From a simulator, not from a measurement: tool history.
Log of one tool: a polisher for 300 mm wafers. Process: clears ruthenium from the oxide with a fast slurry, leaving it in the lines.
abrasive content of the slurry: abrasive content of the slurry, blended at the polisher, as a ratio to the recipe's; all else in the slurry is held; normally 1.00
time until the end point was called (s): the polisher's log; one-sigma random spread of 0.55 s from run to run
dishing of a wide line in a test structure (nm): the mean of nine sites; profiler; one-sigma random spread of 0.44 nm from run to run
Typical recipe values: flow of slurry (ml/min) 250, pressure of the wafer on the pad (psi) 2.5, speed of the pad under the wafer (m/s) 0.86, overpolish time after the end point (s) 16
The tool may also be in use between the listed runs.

run     day  flow of slurry (ml/min)  pressure of the wafer on the pad (psi)  speed of the pad under the wafer (m/s)  abrasive content of the slurry  overpolish time after the end point (s)  wafers since the last listed run  wafers polished on this pad  hours since the slurry nozzle was cleaned  hours since the head pressure was calibrated  hours since the slurry blender was calibrated  incoming thickness of the incoming film, nm  time until the end point was called (s)  dishing of a wide line in a test structure (nm)
  1   0.000                      250                                     2.5                                    0.86                            0.75                                       16                                 0                          519                                      220.4                                         174.0                                          116.3                                        170.9                                     60.5                                             31.9
  2   0.279                      250                                     2.5                                    0.86                            1.00                                       16                                43                          563                                      227.1                                         180.7                                          123.0                                        173.4                                     52.1                                             35.9
  3   0.704                      250                                     2.5                                    0.86                            1.00                                       16                                66                          630                                      237.3                                         190.9                                          133.2                                        168.6                                     51.9                                             36.1
      1.654  -- slurry nozzle cleaned
  4   2.583                      250                                     2.5                                    0.66                            1.00                                       16                               289                          919                                       22.3                                         236.0                                          178.3                                        169.4                                     63.4                                             30.4
  5   2.908                      250                                     1.8                                    0.86                            1.00                                       13                                51                          970                                       30.1                                         243.8                                          186.1                                        170.3                                     63.1                                             26.3
      3.279  -- slurry blender recalibrated
  6   3.338                      250                                     1.8                                    0.86                            1.00                                       13                                54                         1025                                       40.4                                         254.1                                            1.4                                        171.4                                     62.9                                             25.9
  7   3.821                      250                                     1.8                                    0.86                            1.00                                       13                                76                         1101                                       52.0                                         265.7                                           13.0                                        171.2                                     63.7                                             26.7
  8   4.142                      320                                     2.5                                    0.86                            1.00                                       22                                50                         1151                                       59.7                                         273.4                                           20.7                                        170.1                                     48.0                                             44.8
      4.379  -- worn pad replaced by a new one
  9   4.675                      320                                     2.5                                    0.86                            1.00                                       22                                57                           46                                       72.5                                         286.2                                           33.5                                        171.7                                     48.0                                             45.3
 10   5.162                      250                                     2.5                                    0.86                            1.00                                       16                                76                          123                                       84.2                                         297.9                                           45.2                                        171.1                                     49.7                                             36.0
      5.896  -- head pressure recalibrated
 11   5.917                      250                                     2.5                                    0.86                            1.00                                       16                               105                          228                                      102.3                                           0.5                                           63.3                                        169.7                                     50.3                                             36.0
 12   6.362                      250                                     2.5                                    0.86                            1.00                                       16                                70                          298                                      113.0                                          11.2                                           74.0                                        169.8                                     48.5                                             36.9
 13   6.854                      250                                     2.5                                    0.86                            1.00                                       24                                77                          376                                      124.8                                          23.0                                           85.8                                        172.7                                     49.2                                             46.9
 14   7.538                      250                                     3.2                                    0.94                            1.30                                       20                               107                          483                                      141.2                                          39.4                                          102.2                                        167.1                                     32.4                                             52.0
 15   8.650                      250                                     2.5                                    0.74                            0.85                                       21                               175                          659                                      167.9                                          66.1                                          128.9                                        167.0                                     62.5                                             36.5
 16   9.175                      250                                     2.5                                    0.86                            1.00                                       16                                82                          741                                      180.5                                          78.7                                          141.5                                        173.1                                     52.0                                             36.2
 17   9.646                      250                                     3.0                                    0.86                            0.75                                       16                                74                          815                                      191.8                                          90.0                                          152.8                                        170.1                                     53.0                                             34.9
 18  10.150                      250                                     2.9                                    0.70                            1.20                                       16                                79                          895                                      203.9                                         102.1                                          164.9                                        169.2                                     50.2                                             37.0
     10.467  -- slurry blender recalibrated
     10.729  -- worn pad replaced by a new one
 19  10.750                      250                                     2.5                                    1.14                            1.00                                       13                                55                            3                                      218.3                                         116.5                                            6.8                                        169.6                                     38.4                                             37.5
 20  11.267                      250                                     1.8                                    0.86                            0.70                                        9                                81                           84                                      230.7                                         128.9                                           19.2                                        169.4                                     83.6                                             15.4
     12.492  -- slurry nozzle cleaned
 21  13.246                      330                                     2.5                                    0.86                            1.25                                       16                               305                          389                                       18.1                                         176.4                                           66.7                                        173.1                                     43.2                                             40.8
 22  13.850                      165                                     1.7                                    0.86                            0.70                                       20                                95                          484                                       32.6                                         190.9                                           81.2                                        167.2                                     87.2                                             28.7
 23  14.600                      250                                     2.5                                    0.66                            1.00                                       23                               118                          602                                       50.6                                         208.9                                           99.2                                        170.0                                     63.7                                             39.4

The next listed run, before its measurement:
 24  15.283                      250                                     2.5                                    0.86                            1.00                                       16                               107                          710                                       67.0                                         225.3                                          115.6                                        173.2                                        ?                                                ?

{"run 24": {"time until the end point was called (s)": 49.3, "dishing of a wide line in a test structure (nm)": 36.4}}
With the hidden condition absent and the run-to-run variation left alone, this run would have shown time until the end point was called (s) 49.1, dishing of a wide line in a test structure (nm) 36.5.
